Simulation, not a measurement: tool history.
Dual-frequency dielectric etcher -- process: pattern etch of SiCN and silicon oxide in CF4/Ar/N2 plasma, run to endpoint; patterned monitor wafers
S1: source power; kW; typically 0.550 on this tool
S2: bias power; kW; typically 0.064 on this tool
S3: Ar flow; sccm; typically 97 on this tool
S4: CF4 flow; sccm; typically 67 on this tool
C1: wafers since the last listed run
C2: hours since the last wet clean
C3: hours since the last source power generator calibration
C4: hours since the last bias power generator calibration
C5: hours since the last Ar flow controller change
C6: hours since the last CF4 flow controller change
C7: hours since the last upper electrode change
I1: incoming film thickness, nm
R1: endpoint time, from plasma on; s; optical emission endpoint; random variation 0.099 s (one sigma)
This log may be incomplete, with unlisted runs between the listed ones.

run   hour     S1     S2   S3  S4   C1     C2     C3      C4      C5     C6     C7     I1    R1
  1    0.0  0.550  0.064   97  67    0  156.7  149.5  3347.9  2727.2   77.9  102.3  13.15  13.4
  2   20.0  0.550  0.064   97  67  190  176.7  169.5  3367.9  2747.2   97.9  122.3  13.09  13.1
      31.7  -- Ar flow controller replaced
  3   41.8  0.550  0.064   97  67  150  198.5  191.3  3389.7    10.1  119.7  144.1  13.12  13.3
  4   72.3  0.550  0.064   97  67  290  229.0  221.8  3420.2    40.6  150.2  174.6  13.26  13.3
  5   90.3  0.450  0.079   97  67  171  247.0  239.8  3438.2    58.6  168.2  192.6  13.17  13.4
  6  123.7  0.550  0.055   97  67  318  280.4  273.2  3471.6    92.0  201.6  226.0  13.16  14.1
     155.6  -- wet clean of the chamber
  7  156.1  0.430  0.053  107  53   80    0.5  305.6  3504.0   124.4  234.0  258.4  13.15  18.5
  8  156.4  0.550  0.064  110  67    2    0.8  305.9  3504.3   124.7  234.3  258.7  13.03  13.5
  9  180.1  0.430  0.077  114  67  225   24.5  329.6  3528.0   148.4  258.0  282.4  13.28  14.6
 10  197.3  0.500  0.069   75  51  163   41.7  346.8  3545.2   165.6  275.2  299.6  13.33  14.3
 11  211.4  0.420  0.064   97  67  134   55.8  360.9  3559.3   179.7  289.3  313.7  13.16  15.9
 12  242.8  0.450  0.064  111  67  299   87.2  392.3  3590.7   211.1  320.7  345.1  13.26  15.4
     261.1  -- bias power generator calibrated
 13  261.6  0.550  0.064   97  67  141  106.0  411.1     0.5   229.9  339.5  363.9  13.13  13.3
 14  287.5  0.550  0.064   97  67  246  131.9  437.0    26.4   255.8  365.4  389.8  13.19  13.2
 15  314.4  0.550  0.064   97  67  256  158.8  463.9    53.3   282.7  392.3  416.7  13.23  13.1
 16  344.2  0.500  0.050   97  81  283  188.6  493.7    83.1   312.5  422.1  446.5  13.24  15.2
 17  359.7  0.660  0.049   97  77  147  204.1  509.2    98.6   328.0  437.6  462.0  13.09  12.6
 18  390.8  0.600  0.059  112  67  296  235.2  540.3   129.7   359.1  468.7  493.1  13.14  13.2
 19  413.1  0.550  0.064   97  67  212  257.5  562.6   152.0   381.4  491.0  515.4  13.14  12.9
 20  445.2  0.550  0.064   97  67  305  289.6  594.7   184.1   413.5  523.1  547.5  13.11  13.1
 21  472.2  0.440  0.049   97  57  257  316.6  621.7   211.1   440.5  550.1  574.5  13.13  17.8
     513.7  -- wet clean of the chamber
 22  514.2  0.500  0.074  106  51  171    0.5  663.7   253.1   482.5  592.1  616.5  13.09  14.2
 23  523.2  0.550  0.064   83  67   85    9.5  672.7   262.1   491.5  601.1  625.5  13.19  13.2

Below are 5 alternative next runs, each starting from the tool's condition after run 23. Predict each:
  A  523.6  0.680  0.064   97  67   3  9.9  673.1  262.5  491.9  601.5  625.9  13.19   ?
  B  523.6  0.590  0.053   87  67   3  9.9  673.1  262.5  491.9  601.5  625.9  13.19   ?
  C  523.6  0.610  0.075  109  67   3  9.9  673.1  262.5  491.9  601.5  625.9  13.19   ?
  D  523.6  0.550  0.075   84  81   3  9.9  673.1  262.5  491.9  601.5  625.9  13.19   ?
  E  523.6  0.550  0.079   76  80   3  9.9  673.1  262.5  491.9  601.5  625.9  13.19   ?

run    R1
  A  11.8
  B  14.1
  C  12.0
  D  12.0
  E  11.7
What these runs would have given with no unlogged condition in the tool:
run    R1
  A  12.0
  B  14.3
  C  12.1
  D  12.1
  E  11.8
